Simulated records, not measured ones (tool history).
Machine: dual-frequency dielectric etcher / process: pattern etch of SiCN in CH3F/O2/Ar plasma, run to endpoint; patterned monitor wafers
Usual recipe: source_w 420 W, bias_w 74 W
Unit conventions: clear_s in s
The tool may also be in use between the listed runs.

run   hour  source_w  bias_w  wafers since the last listed run  hours since the last wet clean  hours since the last source power generator calibration  hours since the last bias power generator calibration  hours since the last upper electrode change  incoming incoming film thickness, nm  clear_s
  1    0.0       420      74                                 0                             5.3                                                   3970.8                                                 3321.9                                       3203.3                                 12.60     31.6
  2   28.9       420      74                               449                            34.2                                                   3999.7                                                 3350.8                                       3232.2                                 12.64     31.9
  3   45.3       420      74                               254                            50.6                                                   4016.1                                                 3367.2                                       3248.6                                 12.62     32.0
  4   61.8       420      87                               256                            67.1                                                   4032.6                                                 3383.7                                       3265.1                                 12.66     30.6
  5   92.1       420      87                               470                            97.4                                                   4062.9                                                 3414.0                                       3295.4                                 12.57     30.4
  6  120.6       420      87                               442                           125.9                                                   4091.4                                                 3442.5                                       3323.9                                 12.59     30.5
  7  137.5       420      74                               262                           142.8                                                   4108.3                                                 3459.4                                       3340.8                                 12.68     32.5
  8  167.9       420      74                               472                           173.2                                                   4138.7                                                 3489.8                                       3371.2                                 12.52     32.2
  9  232.1       420      74                               997                           237.4                                                   4202.9                                                 3554.0                                       3435.4                                 12.57     32.5
 10  260.8       420      74                               446                           266.1                                                   4231.6                                                 3582.7                                       3464.1                                 12.55     32.6
 11  284.7       420      74                               371                           290.0                                                   4255.5                                                 3606.6                                       3488.0                                 12.62     32.9
     306.9  -- bias power generator calibrated
     329.1  -- wet clean of the chamber
     335.8  -- upper electrode replaced
 12  336.3       490      74                               290                             7.2                                                   4307.1                                                   29.4                                          0.5                                 12.65     30.4
 13  339.7       490      74                                52                            10.6                                                   4310.5                                                   32.8                                          3.9                                 12.67     30.5
 14  360.7       460      74                               326                            31.6                                                   4331.5                                                   53.8                                         24.9                                 12.62     30.9
 15  391.6       460      74                               480                            62.5                                                   4362.4                                                   84.7                                         55.8                                 12.73     31.3
 16  427.1       420      74                               551                            98.0                                                   4397.9                                                  120.2                                         91.3                                 12.52     31.7
 17  451.6       340      66                               380                           122.5                                                   4422.4                                                  144.7                                        115.8                                 12.65     35.1
 18  481.5       350      82                               464                           152.4                                                   4452.3                                                  174.6                                        145.7                                 12.57     32.8
 19  516.1       420      74                               537                           187.0                                                   4486.9                                                  209.2                                        180.3                                 12.57     32.1
     528.3  -- source power generator calibrated
 20  545.3       420      65                               391                           216.2                                                     17.0                                                  238.4                                        209.5                                 12.61     33.7
 21  564.4       420      67                               296                           235.3                                                     36.1                                                  257.5                                        228.6                                 12.64     33.4
 22  577.7       490      87                               206                           248.6                                                     49.4                                                  270.8                                        241.9                                 12.60     29.6
 23  596.7       420      74                               295                           267.6                                                     68.4                                                  289.8                                        260.9                                 12.54     32.4
 24  613.0       470      74                               253                           283.9                                                     84.7                                                  306.1                                        277.2                                 12.52     31.2
 25  648.4       510      84                               550                           319.3                                                    120.1                                                  341.5                                        312.6                                 12.59     29.7
 26  681.9       420      74                               520                           352.8                                                    153.6                                                  375.0                                        346.1                                 12.53     32.5
 27  703.0       420      86                               327                           373.9                                                    174.7                                                  396.1                                        367.2                                 12.66     31.6
     740.7  -- wet clean of the chamber
 28  741.2       420      74                               220                             0.5                                                    212.9                                                  434.3                                        405.4                                 12.56     31.6
 29  754.1       460      60                               200                            13.4                                                    225.8                                                  447.2                                        418.3                                 12.59     32.6
 30  768.5       420      74                               223                            27.8                                                    240.2                                                  461.6                                        432.7                                 12.57     31.6
 31  790.2       490      58                               337                            49.5                                                    261.9                                                  483.3                                        454.4                                 12.62     32.8
 32  818.1       420      60                               433                            77.4                                                    289.8                                                  511.2                                        482.3                                 12.85     34.5

Below are 4 alternative next runs, each starting from the tool's condition after run 32. Predict each:
  A  818.5       380      74                                 6                            77.8                                                    290.2                                                  511.6                                        482.7                                 12.47        ?
  B  818.5       330      82                                 6                            77.8                                                    290.2                                                  511.6                                        482.7                                 12.47        ?
  C  818.5       420      79                                 6                            77.8                                                    290.2                                                  511.6                                        482.7                                 12.47        ?
  D  818.5       350      80                                 6                            77.8                                                    290.2                                                  511.6                                        482.7                                 12.47        ?

run  clear_s
  A     32.3
  B     32.5
  C     30.8
  D     32.2
With the hidden condition removed and each run's random variation left untouched, the same runs would have given:
run  clear_s
  A     32.1
  B     32.3
  C     30.6
  D     32.0
